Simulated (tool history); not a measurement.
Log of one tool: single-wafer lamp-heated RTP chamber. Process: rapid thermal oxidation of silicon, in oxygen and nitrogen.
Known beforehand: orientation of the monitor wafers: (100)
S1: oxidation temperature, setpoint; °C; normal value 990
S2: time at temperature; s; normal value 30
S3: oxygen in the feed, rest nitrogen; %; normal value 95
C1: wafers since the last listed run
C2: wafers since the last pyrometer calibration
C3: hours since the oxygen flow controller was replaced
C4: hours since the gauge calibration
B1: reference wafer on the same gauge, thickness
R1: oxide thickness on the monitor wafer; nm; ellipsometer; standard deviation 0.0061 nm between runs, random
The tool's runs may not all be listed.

run    hour    S1  S2  S3    C1    C2      C3      C4     B1     R1
  1     0.0   990  30  95     0  2203  1141.2  1393.2  4.240  4.092
  2    42.5   990  30  95   254  2458  1183.7  1435.7  4.241  4.097
  3   100.3   990  30  95   346  2804  1241.5  1493.5  4.241  4.117
  4   150.3   990  30  95   299  3104  1291.5  1543.5  4.240  4.113
  5   215.3   990  25  95   389  3493  1356.5  1608.5  4.239  3.828
      288.7  -- pyrometer window cleaned and pyrometer calibrated
  6   289.1   990  30  95   394     2  1430.3  1682.3  4.240  4.058
      311.5  -- gauge calibrated
  7   366.7   990  30  86   465   467  1507.9    55.2  4.240  3.951
  8   460.8   990  30  86   563  1031  1602.0   149.3  4.240  3.951
  9   508.9   990  30  86   288  1319  1650.1   197.4  4.241  3.958
 10   578.8   990  30  95   418  1738  1720.0   267.3  4.238  4.107
 11   619.0   990  30  95   240  1979  1760.2   307.5  4.241  4.098
 12   667.6   990  30  95   291  2270  1808.8   356.1  4.240  4.108
 13   728.9   990  30  95   367  2638  1870.1   417.4  4.240  4.119
 14   805.2   990  20  71   457  3095  1946.4   493.7  4.239  3.267
 15   857.1   990  20  71   311  3406  1998.3   545.6  4.240  3.262
 16   913.0   990  20  71   335  3741  2054.2   601.5  4.239  3.255
     1000.4  -- pyrometer window cleaned and pyrometer calibrated
     1011.9  -- oxygen flow controller replaced
 17  1018.9   999  41  98   538    63     7.0   707.4  4.240  4.967
 18  1088.7   990  30  95   418   481    76.8   777.2  4.239  4.071
 19  1152.2   972  30  82   380   862   140.3   840.7  4.241  3.473
 20  1340.5   963  17  98  1128  1990   328.6  1029.0  4.239  2.865
 21  1398.2   990  22  95   345  2336   386.3  1086.7  4.240  3.642
 22  1442.3   990  20  75   264  2600   430.4  1130.8  4.242  3.291
 23  1534.2   990  30  95   550  3151   522.3  1222.7  4.240  4.115
 24  1613.5  1005  18  95   475  3626   601.6  1302.0  4.239  3.749
     1707.9  -- pyrometer window cleaned and pyrometer calibrated
 25  1856.9   977  43  98  1410   893   845.0  1545.4  4.240  4.332
 26  1894.4   990  17  69   224  1117   882.5  1582.9  4.240  3.029
 27  1983.3   990  30  95   532  1650   971.4  1671.8  4.240  4.074
 28  2053.5   990  30  67   420  2071  1041.6  1742.0  4.240  3.679
 29  2109.2  1010  24  95   333  2405  1097.3  1797.7  4.239  4.299
 30  2187.9   990  43  98   471  2876  1176.0  1876.4  4.242  4.814
     2251.8  -- gauge calibrated
 31  2274.5  1015  30  95   519  3395  1262.6    22.7  4.237  4.896
     2332.0  -- pyrometer window cleaned and pyrometer calibrated
 32  2364.4   990  38  95   490   193  1352.5   112.6  4.239  4.474
 33  2622.1   979  40  95  1544  1738  1610.2   370.3  4.239  4.256
 34  2704.6   990  30  95   494  2232  1692.7   452.8  4.240  4.098
 35  2794.3   990  22  95   537  2770  1782.4   542.5  4.240  3.638
 36  2855.6   990  37  95   367  3137  1843.7   603.8  4.240  4.480
 37  2899.3  1015  36  68   261  3399  1887.4   647.5  4.241  4.720

Entry by entry between the runs, the difference in hidden state between the last listed run before and the first listed run after:
From run 5 to run 6: pyrometer window cleaned and pyrometer calibrated (hour 288.7)
  true wafer temperature minus pyrometer reading, K: 2.35 -> 0.569
  the result without the hidden state subtracted from the measured one, R1: +0.059 -> +0.016 nm
From run 6 to run 7: gauge calibrated (hour 311.5)
  true wafer temperature minus pyrometer reading, K: 0.569 -> 0.88
  the result without the hidden state subtracted from the measured one, R1: +0.016 -> +0.023 nm
From run 16 to run 17: pyrometer window cleaned and pyrometer calibrated (hour 1000.4); oxygen flow controller replaced (hour 1011.9)
  true wafer temperature minus pyrometer reading, K: 3.07 -> 0.342
  the result without the hidden state subtracted from the measured one, R1: +0.058 -> +0.013 nm
From run 24 to run 25: pyrometer window cleaned and pyrometer calibrated (hour 1707.9)
  true wafer temperature minus pyrometer reading, K: 2.73 -> 0.693
  the result without the hidden state subtracted from the measured one, R1: +0.065 -> +0.021 nm
From run 30 to run 31: gauge calibrated (hour 2251.8)
  true wafer temperature minus pyrometer reading, K: 2.02 -> 2.37
  the result without the hidden state subtracted from the measured one, R1: +0.069 -> +0.081 nm
From run 31 to run 32: pyrometer window cleaned and pyrometer calibrated (hour 2332.0)
  true wafer temperature minus pyrometer reading, K: 2.37 -> 0.306
  the result without the hidden state subtracted from the measured one, R1: +0.081 -> +0.009 nm

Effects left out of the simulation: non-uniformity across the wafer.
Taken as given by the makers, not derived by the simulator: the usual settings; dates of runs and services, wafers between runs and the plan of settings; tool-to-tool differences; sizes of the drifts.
